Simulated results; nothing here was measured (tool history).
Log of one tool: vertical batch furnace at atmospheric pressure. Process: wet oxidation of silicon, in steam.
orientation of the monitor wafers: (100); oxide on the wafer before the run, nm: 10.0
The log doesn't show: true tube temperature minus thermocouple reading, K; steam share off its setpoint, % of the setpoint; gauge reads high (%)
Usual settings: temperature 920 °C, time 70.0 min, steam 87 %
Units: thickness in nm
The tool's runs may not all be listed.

run	hour	temperature	time	steam	wafers since the last listed run	hours since the last temperature calibration	hours since the steam generator was serviced	hours since the gauge calibration	read-back reference wafer on the same gauge, thickness	thickness
1	0.0	920	70.0	87	0	3398.2	1236.8	137.0	232.03	224.60
2	24.6	920	70.0	87	451	3422.8	1261.4	161.6	231.98	224.51
3	58.1	905	54.5	87	614	3456.3	1294.9	195.1	231.99	155.85
4	75.5	905	54.5	87	319	3473.7	1312.3	212.5	232.04	155.30
5	105.4	920	70.0	87	548	3503.6	1342.2	242.4	231.96	224.93
6	121.6	920	70.0	87	297	3519.8	1358.4	258.6	231.99	224.27
7	153.3	920	70.0	87	581	3551.5	1390.1	290.3	231.97	224.21
# hour 205.2: thermocouples replaced and temperature profile calibrated
# hour 220.9: steam generator serviced
8	221.4	920	70.0	87	521	16.2	0.5	358.4	231.99	215.88
9	225.3	920	70.0	87	71	20.1	4.4	362.3	232.00	215.89
10	245.7	920	60.0	87	374	40.5	24.8	382.7	231.98	190.85
11	258.0	904	70.0	81	225	52.8	37.1	395.0	232.06	170.59
12	276.4	945	38.5	96	337	71.2	55.5	413.4	231.94	186.38
13	310.0	897	70.0	94	616	104.8	89.1	447.0	231.97	176.58
14	339.5	920	70.0	92	540	134.3	118.6	476.5	232.02	226.67
# hour 348.6: gauge calibrated
15	355.3	920	100.0	97	289	150.1	134.4	6.7	231.97	314.20
16	381.8	920	70.0	87	485	176.6	160.9	33.2	231.98	217.01
17	410.5	920	57.5	87	526	205.3	189.6	61.9	232.01	184.98
18	423.5	920	70.0	82	238	218.3	202.6	74.9	231.92	206.41
19	439.9	920	46.5	87	300	234.7	219.0	91.3	232.01	155.39
20	453.3	920	70.0	87	245	248.1	232.4	104.7	231.97	217.09
21	486.1	936	70.0	81	601	280.9	265.2	137.5	232.02	240.32

Forecast each of these 5 alternatives for the next run:
A	490.2	920	70.0	78	75	285.0	269.3	141.6	?	?
B	490.2	910	80.0	97	75	285.0	269.3	141.6	?	?
C	490.2	920	92.5	92	75	285.0	269.3	141.6	?	?
D	490.2	912	70.0	87	75	285.0	269.3	141.6	?	?
E	490.2	920	70.0	93	75	285.0	269.3	141.6	?	?

run	read-back reference wafer on the same gauge, thickness	thickness
A	232.01	198.91
B	232.01	237.93
C	232.01	284.19
D	232.01	199.54
E	232.01	229.43
Without the tool's hidden state the same runs would have given:
run	thickness
A	197.27
B	235.74
C	282.09
D	197.69
E	227.62

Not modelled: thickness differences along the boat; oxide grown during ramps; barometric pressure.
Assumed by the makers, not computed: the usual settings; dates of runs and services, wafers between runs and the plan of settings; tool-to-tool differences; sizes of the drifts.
